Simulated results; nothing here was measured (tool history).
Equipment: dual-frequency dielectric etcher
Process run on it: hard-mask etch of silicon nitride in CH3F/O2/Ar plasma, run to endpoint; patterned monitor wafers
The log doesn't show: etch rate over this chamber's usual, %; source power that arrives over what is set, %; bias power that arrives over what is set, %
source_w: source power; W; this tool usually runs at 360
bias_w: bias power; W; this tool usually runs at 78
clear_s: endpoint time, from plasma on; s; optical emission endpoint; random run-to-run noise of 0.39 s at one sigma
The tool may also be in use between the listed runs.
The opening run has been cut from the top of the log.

run   hour  source_w  bias_w  wafers since the last listed run  hours since the last wet clean  hours since the last source power generator calibration  hours since the last bias power generator calibration  hours since the last upper electrode change  incoming incoming film thickness, nm  clear_s
  2   14.4       410      78                               217                           288.9                                                   3937.8                                                 1565.7                                       4637.6                                 31.91     46.3
  3   31.5       410      78                               258                           306.0                                                   3954.9                                                 1582.8                                       4654.7                                 31.76     46.3
  4   48.7       360      78                               259                           323.2                                                   3972.1                                                 1600.0                                       4671.9                                 31.62     48.8
  5   59.2       360      78                               158                           333.7                                                   3982.6                                                 1610.5                                       4682.4                                 31.71     48.1
  6   68.0       360      87                               132                           342.5                                                   3991.4                                                 1619.3                                       4691.2                                 31.80     46.5
  7   76.7       400      78                               131                           351.2                                                   4000.1                                                 1628.0                                       4699.9                                 31.47     46.7
  8   90.2       360      65                               203                           364.7                                                   4013.6                                                 1641.5                                       4713.4                                 31.74     50.5
  9   96.5       360      65                                95                           371.0                                                   4019.9                                                 1647.8                                       4719.7                                 31.49     50.3
 10  114.4       360      78                               270                           388.9                                                   4037.8                                                 1665.7                                       4737.6                                 31.62     48.4
 11  121.3       360      71                               104                           395.8                                                   4044.7                                                 1672.6                                       4744.5                                 31.02     48.9
 12  128.1       360      59                               102                           402.6                                                   4051.5                                                 1679.4                                       4751.3                                 31.67     53.7
     157.0  -- upper electrode replaced
 13  157.5       320      78                                81                           432.0                                                   4080.9                                                 1708.8                                          0.5                                 31.71     50.5
 14  160.6       360      78                                46                           435.1                                                   4084.0                                                 1711.9                                          3.6                                 31.57     48.4
 15  174.5       410      66                               209                           449.0                                                   4097.9                                                 1725.8                                         17.5                                 31.47     48.7
 16  190.0       400      87                               234                           464.5                                                   4113.4                                                 1741.3                                         33.0                                 31.81     44.9
     217.7  -- wet clean of the chamber
 17  218.2       290      85                                63                             0.5                                                   4141.6                                                 1769.5                                         61.2                                 31.46     48.0
 18  218.5       360      78                                 4                             0.8                                                   4141.9                                                 1769.8                                         61.5                                 31.65     47.0
 19  227.7       390      86                               138                            10.0                                                   4151.1                                                 1779.0                                         70.7                                 31.48     43.9

Estimate the outcome of run 20 from the log above:
 20  245.7       360      62                               271                            28.0                                                   4169.1                                                 1797.0                                         88.7                                 31.47        ?

clear_s: 49.5 s
The same run, on a tool lacking any hidden state, would have yielded clear_s 49.3 s.
